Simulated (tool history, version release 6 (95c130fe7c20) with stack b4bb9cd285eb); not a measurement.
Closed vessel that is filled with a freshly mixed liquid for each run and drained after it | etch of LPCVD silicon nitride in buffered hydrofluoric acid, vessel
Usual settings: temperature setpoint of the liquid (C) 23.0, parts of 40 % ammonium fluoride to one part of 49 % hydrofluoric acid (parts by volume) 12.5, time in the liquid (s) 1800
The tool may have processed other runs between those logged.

run    hour  temperature setpoint of the liquid (C)  parts of 40 % ammonium fluoride to one part of 49 % hydrofluoric acid (parts by volume)  time in the liquid (s)  wafers since the last listed run  hours since the thermometer was replaced  hours since the hydrofluoric acid flow meter was replaced  hours since the gauge calibration  read-back film thickness of the LPCVD silicon nitride reference wafer, read on the same gauge (nm)  thickness taken off the LPCVD silicon nitride on a monitor wafer (nm)
  1     0.0                                    23.0                                                                                     12.5                    1800                                 0                                     741.7                                                      454.5                             3437.9                                                                                              139.97                                                                  18.26
  2    29.5                                    20.5                                                                                     12.5                    1800                              1497                                     771.2                                                      484.0                             3467.4                                                                                              140.00                                                                  15.86
  3    63.8                                    20.5                                                                                     12.5                    1800                              1741                                     805.5                                                      518.3                             3501.7                                                                                              139.97                                                                  15.66
  4    90.6                                    20.5                                                                                     12.5                    1800                              1360                                     832.3                                                      545.1                             3528.5                                                                                              140.02                                                                  15.76
  5   154.6                                    23.0                                                                                     12.5                    1800                              3248                                     896.3                                                      609.1                             3592.5                                                                                              139.99                                                                  18.14
  6   195.1                                    23.0                                                                                     12.5                    2625                              2055                                     936.8                                                      649.6                             3633.0                                                                                              139.99                                                                  26.11
  7   332.3                                    23.0                                                                                      8.0                    1800                              6964                                    1074.0                                                      786.8                             3770.2                                                                                              139.98                                                                  27.03
      396.8  -- hydrofluoric acid flow meter replaced
      473.9  -- gauge calibrated
  8   525.5                                    23.0                                                                                     16.0                     875                              9756                                    1267.2                                                      128.7                               51.6                                                                                              140.00                                                                   6.81
  9   575.5                                    20.0                                                                                      8.5                    2475                              2538                                    1317.2                                                      178.7                              101.6                                                                                              140.02                                                                  28.91
 10   628.8                                    19.0                                                                                     16.5                    2170                              2705                                    1370.5                                                      232.0                              154.9                                                                                              140.03                                                                  12.87
 11   657.5                                    23.0                                                                                     12.5                    1800                              1456                                    1399.2                                                      260.7                              183.6                                                                                              139.98                                                                  17.81
 12   695.2                                    25.0                                                                                     16.5                    1405                              1913                                    1436.9                                                      298.4                              221.3                                                                                              140.00                                                                  11.68
 13   731.8                                    23.0                                                                                     12.5                    1800                              1857                                    1473.5                                                      335.0                              257.9                                                                                              140.00                                                                  17.54
 14   802.7                                    26.0                                                                                     12.5                    1800                              3599                                    1544.4                                                      405.9                              328.8                                                                                              140.02                                                                  20.59
 15   839.3                                    23.0                                                                                     12.5                    1800                              1857                                    1581.0                                                      442.5                              365.4                                                                                              140.02                                                                  17.28
 16   900.7                                    23.0                                                                                      9.0                    2240                              3116                                    1642.4                                                      503.9                              426.8                                                                                              140.00                                                                  28.97
 17   982.3                                    20.5                                                                                      8.0                    1800                              4142                                    1724.0                                                      585.5                              508.4                                                                                              139.99                                                                  22.61
 18  1029.0                                    23.0                                                                                     12.5                     765                              2370                                    1770.7                                                      632.2                              555.1                                                                                              140.01                                                                   7.38
 19  1059.6                                    25.0                                                                                     12.5                    1800                              1553                                    1801.3                                                      662.8                              585.7                                                                                              139.97                                                                  19.31
 20  1131.0                                    20.0                                                                                     12.5                    1800                              3624                                    1872.7                                                      734.2                              657.1                                                                                              140.00                                                                  14.29
 21  1180.7                                    21.0                                                                                     12.5                    1800                              2522                                    1922.4                                                      783.9                              706.8                                                                                              139.97                                                                  15.31
 22  1225.4                                    23.0                                                                                     16.0                     875                              2269                                    1967.1                                                      828.6                              751.5                                                                                              139.98                                                                   6.62
     1241.1  -- thermometer replaced
 23  1278.2                                    18.0                                                                                     17.5                    1800                              2629                                      37.1                                                      881.4                              804.3                                                                                              140.00                                                                  10.24
     1340.3  -- hydrofluoric acid flow meter replaced
 24  1425.8                                    23.0                                                                                     12.5                    2255                              7441                                     184.7                                                       85.5                              951.9                                                                                              140.02                                                                  23.59
 25  1492.2                                    27.5                                                                                     15.0                     820                              3370                                     251.1                                                      151.9                             1018.3                                                                                              140.00                                                                   9.22
 26  1561.9                                    23.0                                                                                     16.0                     950                              3538                                     320.8                                                      221.6                             1088.0                                                                                              140.02                                                                   7.83
 27  1741.6                                    27.5                                                                                     15.0                    1355                              9122                                     500.5                                                      401.3                             1267.7                                                                                              139.99                                                                  15.04
 28  1802.3                                    23.0                                                                                     12.5                    1800                              3081                                     561.2                                                      462.0                             1328.4                                                                                              139.99                                                                  18.16
 29  1841.6                                    27.0                                                                                     16.0                     845                              1995                                     600.5                                                      501.3                             1367.7                                                                                              139.97                                                                   8.37
 30  1908.4                                    23.0                                                                                     12.5                    1800                              3391                                     667.3                                                      568.1                             1434.5                                                                                              140.01                                                                  18.47
 31  1963.1                                    23.0                                                                                     12.5                    1800                              2776                                     722.0                                                      622.8                             1489.2                                                                                              139.95                                                                  18.13

What was the tool's hidden state at every run in the log?
hydrofluoric acid flow above the setpoint (%): 0 across all the runs
gauge reads high (%): 0 across all the runs
H1: liquid colder than its thermometer reads (K)
run     H1
  1  0.887
  2  0.915
  3  0.948
  4  0.973
  5   1.03
  6   1.07
  7    1.2
  8   1.39
  9   1.43
 10   1.48
 11   1.51
 12   1.55
 13   1.58
 14   1.65
 15   1.68
 16   1.74
 17   1.82
 18   1.86
 19   1.89
 20   1.96
 21   2.01
 22   2.05
 23  0.202
 24  0.342
 25  0.405
 26  0.471
 27  0.642
 28  0.699
 29  0.736
 30    0.8
 31  0.852
